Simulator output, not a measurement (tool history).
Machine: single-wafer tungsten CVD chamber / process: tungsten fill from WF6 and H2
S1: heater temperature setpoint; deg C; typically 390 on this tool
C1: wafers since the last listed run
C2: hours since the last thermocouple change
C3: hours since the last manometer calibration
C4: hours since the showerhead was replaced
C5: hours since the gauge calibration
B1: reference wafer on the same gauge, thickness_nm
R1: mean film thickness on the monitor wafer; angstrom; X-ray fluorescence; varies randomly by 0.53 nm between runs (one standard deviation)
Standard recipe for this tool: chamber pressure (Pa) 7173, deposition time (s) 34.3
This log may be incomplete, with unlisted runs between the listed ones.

run 1 day=0 | S1=390 chamber_pressure_(Pa)=7173 deposition_time_(s)=34.3 | C1=0 C2=1414.3 C3=2294.3 C4=4457.6 C5=548.2 | B1=101.669 | R1=1064.16
-- day=0.204 gauge calibrated
run 2 day=0.95 | S1=390 chamber_pressure_(Pa)=7173 deposition_time_(s)=34.3 | C1=664 C2=1437.1 C3=2317.1 C4=4480.4 C5=17.9 | B1=101.598 | R1=1054.57
run 3 day=1.892 | S1=390 chamber_pressure_(Pa)=6066 deposition_time_(s)=34.3 | C1=658 C2=1459.7 C3=2339.7 C4=4503 C5=40.5 | B1=101.659 | R1=979.15
run 4 day=3.146 | S1=390 chamber_pressure_(Pa)=6066 deposition_time_(s)=34.3 | C1=877 C2=1489.8 C3=2369.8 C4=4533.1 C5=70.6 | B1=101.563 | R1=985.48
run 5 day=4.35 | S1=390 chamber_pressure_(Pa)=6066 deposition_time_(s)=34.3 | C1=842 C2=1518.7 C3=2398.7 C4=4562 C5=99.5 | B1=101.683 | R1=987.34
run 6 day=5.388 | S1=390 chamber_pressure_(Pa)=7173 deposition_time_(s)=37.3 | C1=725 C2=1543.6 C3=2423.6 C4=4586.9 C5=124.4 | B1=101.743 | R1=1175.36
run 7 day=6.492 | S1=390 chamber_pressure_(Pa)=7173 deposition_time_(s)=37.3 | C1=772 C2=1570.1 C3=2450.1 C4=4613.4 C5=150.9 | B1=101.791 | R1=1177
run 8 day=7.3 | S1=390 chamber_pressure_(Pa)=7173 deposition_time_(s)=34.3 | C1=565 C2=1589.5 C3=2469.5 C4=4632.8 C5=170.3 | B1=101.807 | R1=1066.12
run 9 day=8.483 | S1=390 chamber_pressure_(Pa)=7173 deposition_time_(s)=34.3 | C1=827 C2=1617.9 C3=2497.9 C4=4661.2 C5=198.7 | B1=101.835 | R1=1082.81
run 10 day=9.188 | S1=390 chamber_pressure_(Pa)=7173 deposition_time_(s)=34.3 | C1=492 C2=1634.8 C3=2514.8 C4=4678.1 C5=215.6 | B1=101.57 | R1=1085.14
-- day=11.871 showerhead replaced
run 11 day=13.633 | S1=390 chamber_pressure_(Pa)=7173 deposition_time_(s)=29.5 | C1=2876 C2=1741.5 C3=2621.5 C4=42.3 C5=322.3 | B1=101.812 | R1=932.51
run 12 day=14.65 | S1=390 chamber_pressure_(Pa)=7173 deposition_time_(s)=29.5 | C1=711 C2=1765.9 C3=2645.9 C4=66.7 C5=346.7 | B1=101.554 | R1=954.06
run 13 day=15.592 | S1=397 chamber_pressure_(Pa)=7173 deposition_time_(s)=34.3 | C1=658 C2=1788.5 C3=2668.5 C4=89.3 C5=369.3 | B1=101.72 | R1=1217.19
run 14 day=19.679 | S1=386 chamber_pressure_(Pa)=7173 deposition_time_(s)=34.3 | C1=2859 C2=1886.6 C3=2766.6 C4=187.4 C5=467.4 | B1=101.994 | R1=1049.28
-- day=20.775 gauge calibrated
run 15 day=20.908 | S1=386 chamber_pressure_(Pa)=7173 deposition_time_(s)=34.3 | C1=859 C2=1916.1 C3=2796.1 C4=216.9 C5=3.2 | B1=101.575 | R1=1041.94
run 16 day=21.854 | S1=386 chamber_pressure_(Pa)=7173 deposition_time_(s)=34.3 | C1=661 C2=1938.8 C3=2818.8 C4=239.6 C5=25.9 | B1=101.794 | R1=1049.82
run 17 day=22.762 | S1=386 chamber_pressure_(Pa)=7173 deposition_time_(s)=34.3 | C1=635 C2=1960.6 C3=2840.6 C4=261.4 C5=47.7 | B1=101.894 | R1=1053.43
-- day=23.508 thermocouple changed; heater temperature recalibrated
-- day=23.85 capacitance manometer re-zeroed and calibrated
run 18 day=23.871 | S1=390 chamber_pressure_(Pa)=7173 deposition_time_(s)=37.1 | C1=308 C2=8.7 C3=0.5 C4=288 C5=74.3 | B1=101.726 | R1=1082.38
run 19 day=24.429 | S1=401 chamber_pressure_(Pa)=7173 deposition_time_(s)=36.4 | C1=390 C2=22.1 C3=13.9 C4=301.4 C5=87.7 | B1=101.966 | R1=1280.13
run 20 day=25.283 | S1=376 chamber_pressure_(Pa)=7799 deposition_time_(s)=34.3 | C1=597 C2=42.6 C3=34.4 C4=321.9 C5=108.2 | B1=101.708 | R1=818.35
run 21 day=26.358 | S1=386 chamber_pressure_(Pa)=8839 deposition_time_(s)=34.3 | C1=751 C2=68.4 C3=60.2 C4=347.7 C5=134 | B1=101.663 | R1=1020.57
run 22 day=26.883 | S1=390 chamber_pressure_(Pa)=7173 deposition_time_(s)=34.3 | C1=367 C2=81 C3=72.8 C4=360.3 C5=146.6 | B1=101.561 | R1=999.79
run 23 day=27.883 | S1=390 chamber_pressure_(Pa)=7173 deposition_time_(s)=38.2 | C1=699 C2=105 C3=96.8 C4=384.3 C5=170.6 | B1=101.592 | R1=1127.08
run 24 day=29.029 | S1=390 chamber_pressure_(Pa)=7173 deposition_time_(s)=34.3 | C1=801 C2=132.5 C3=124.3 C4=411.8 C5=198.1 | B1=101.862 | R1=997.07
run 25 day=29.554 | S1=400 chamber_pressure_(Pa)=8253 deposition_time_(s)=34.3 | C1=367 C2=145.1 C3=136.9 C4=424.4 C5=210.7 | B1=101.704 | R1=1252.32
run 26 day=31.025 | S1=401 chamber_pressure_(Pa)=8666 deposition_time_(s)=36.4 | C1=1028 C2=180.4 C3=172.2 C4=459.7 C5=246 | B1=101.517 | R1=1379.62
run 27 day=32.15 | S1=390 chamber_pressure_(Pa)=7173 deposition_time_(s)=34.3 | C1=786 C2=207.4 C3=199.2 C4=486.7 C5=273 | B1=101.388 | R1=999.8
run 28 day=32.683 | S1=402 chamber_pressure_(Pa)=7173 deposition_time_(s)=34.3 | C1=373 C2=220.2 C3=212 C4=499.5 C5=285.8 | B1=101.743 | R1=1225.38
run 29 day=33.246 | S1=390 chamber_pressure_(Pa)=7173 deposition_time_(s)=34.3 | C1=393 C2=233.7 C3=225.5 C4=513 C5=299.3 | B1=101.758 | R1=1012.79
run 30 day=34.492 | S1=380 chamber_pressure_(Pa)=8586 deposition_time_(s)=32 | C1=871 C2=263.6 C3=255.4 C4=542.9 C5=329.2 | B1=101.71 | R1=850.82
run 31 day=35.508 | S1=384 chamber_pressure_(Pa)=7853 deposition_time_(s)=30.8 | C1=711 C2=288 C3=279.8 C4=567.3 C5=353.6 | B1=101.715 | R1=850.24
run 32 day=36.292 | S1=384 chamber_pressure_(Pa)=6519 deposition_time_(s)=27.7 | C1=547 C2=306.8 C3=298.6 C4=586.1 C5=372.4 | B1=101.575 | R1=698.34

Each row is a separate what-if for the run after 32, all from the same tool condition, not one after another. Results?
run A day=36.308 | S1=399 chamber_pressure_(Pa)=7173 deposition_time_(s)=34.3 | C1=11 C2=307.2 C3=299 C4=586.5 C5=372.8 | B1=? | R1=?
run B day=36.308 | S1=379 chamber_pressure_(Pa)=8479 deposition_time_(s)=37.5 | C1=11 C2=307.2 C3=299 C4=586.5 C5=372.8 | B1=? | R1=?
run C day=36.308 | S1=390 chamber_pressure_(Pa)=7813 deposition_time_(s)=34.3 | C1=11 C2=307.2 C3=299 C4=586.5 C5=372.8 | B1=? | R1=?

run=A B1=101.594 R1=1158.32
run=B B1=101.594 R1=974.12
run=C B1=101.594 R1=1038.47
The same runs, with their run-to-run variation unchanged, on a tool lacking any hidden condition would have given:
run=A R1=1146.15
run=B R1=963.07
run=C R1=1027.29
